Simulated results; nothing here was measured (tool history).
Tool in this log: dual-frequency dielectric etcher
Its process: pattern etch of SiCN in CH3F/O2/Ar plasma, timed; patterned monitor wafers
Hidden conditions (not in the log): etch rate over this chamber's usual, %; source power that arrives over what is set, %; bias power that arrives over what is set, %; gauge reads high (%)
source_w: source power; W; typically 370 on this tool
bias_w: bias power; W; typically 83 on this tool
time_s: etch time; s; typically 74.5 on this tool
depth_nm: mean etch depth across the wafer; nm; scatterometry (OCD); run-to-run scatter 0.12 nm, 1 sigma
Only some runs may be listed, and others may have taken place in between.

run	hour	source_w	bias_w	time_s	wafers since the last listed run	hours since the last wet clean	hours since the last source power generator calibration	hours since the last bias power generator calibration	hours since the last upper electrode change	hours since the gauge calibration	read-back reference wafer on the same gauge, depth_nm	depth_nm
1	0	370	83	74.5	0	11.6	4235.3	3978.8	2837.3	2485	25.01	30.75
2	79.1	370	83	74.5	534	90.7	4314.4	4057.9	2916.4	2564.1	24.93	30.93
3	182.5	370	83	74.5	698	194.1	4417.8	4161.3	3019.8	2667.5	24.97	30.99
4	278.4	370	83	74.5	648	290	4513.7	4257.2	3115.7	2763.4	24.91	30.84
5	348	370	83	74.5	470	359.6	4583.3	4326.8	3185.3	2833	24.95	30.84
# hour 372.8: source power generator calibrated
6	431.6	420	91	60	537	443.2	58.8	4410.4	3268.9	2916.6	24.9	26.89
7	477.8	370	83	74.5	312	489.4	105	4456.6	3315.1	2962.8	24.86	30.8
8	529.8	430	83	56	351	541.4	157	4508.6	3367.1	3014.8	24.92	24.37
9	595.5	370	83	74.5	444	607.1	222.7	4574.3	3432.8	3080.5	24.89	30.78
10	635.2	370	83	74.5	268	646.8	262.4	4614	3472.5	3120.2	24.89	31.01
# hour 709.3: wet clean of the chamber
11	730.3	300	76	66	480	21	357.5	4709.1	3567.6	3215.3	24.92	24.7
12	768.8	370	83	74.5	260	59.5	396	4747.6	3606.1	3253.8	24.87	30.75
13	876.2	370	64	74.5	725	166.9	503.4	4855	3713.5	3361.2	24.85	27.77
14	941.3	370	92	74.5	439	232	568.5	4920.1	3778.6	3426.3	24.83	32.3
# hour 945.5: gauge calibrated
15	1019.9	370	83	74.5	531	310.6	647.1	4998.7	3857.2	74.4	25.29	31.43
# hour 1116.7: bias power generator calibrated
16	1117.9	370	83	65	635	408.6	745.1	1.2	3955.2	172.4	25.28	27.34
17	1209.6	310	65	57.5	619	500.3	836.8	92.9	4046.9	264.1	25.26	20.67
18	1257.9	370	83	84.5	326	548.6	885.1	141.2	4095.2	312.4	25.29	35.69
19	1326.4	370	93	81.5	462	617.1	953.6	209.7	4163.7	380.9	25.3	35.9
# hour 1358.5: wet clean of the chamber
20	1409.2	320	83	69	397	50.7	1036.4	292.5	4246.5	463.7	25.23	27.68
# hour 1461.8: upper electrode replaced
21	1474.2	370	83	74.5	277	115.7	1101.4	357.5	12.4	528.7	25.24	31.02
22	1514.3	400	65	74.5	271	155.8	1141.5	397.6	52.5	568.8	25.22	29.07
23	1577.1	440	99	60.5	424	218.6	1204.3	460.4	115.3	631.6	25.21	28.88
24	1651	320	99	90	499	292.5	1278.2	534.3	189.2	705.5	25.24	38.86
25	1740.1	410	97	91	602	381.6	1367.3	623.4	278.3	794.6	25.2	42.21
26	1935	370	83	74.5	1317	576.5	1562.2	818.3	473.2	989.5	25.19	31.27
27	2030.8	370	83	74.5	647	672.3	1658	914.1	569	1085.3	25.18	31.04
28	2090.6	370	83	74.5	404	732.1	1717.8	973.9	628.8	1145.1	25.16	31.22
# hour 2131.6: wet clean of the chamber
29	2140.4	460	97	53	174	8.8	1767.6	1023.7	678.6	1194.9	25.19	25.39
30	2219.9	430	95	55	537	88.3	1847.1	1103.2	758.1	1274.4	25.15	25.77

Branching from run 30: 3 alternative next runs. What would each branch give?
A	2220.3	370	83	74.5	2	88.7	1847.5	1103.6	758.5	1274.8	?	?
B	2220.3	370	97	65.5	2	88.7	1847.5	1103.6	758.5	1274.8	?	?
C	2220.3	370	71	74.5	2	88.7	1847.5	1103.6	758.5	1274.8	?	?

run	read-back reference wafer on the same gauge, depth_nm	depth_nm
A	25.16	31.21
B	25.16	29.24
C	25.16	29.31
Without the tool's hidden state the same runs would have given:
run	depth_nm
A	31.38
B	29.41
C	29.47
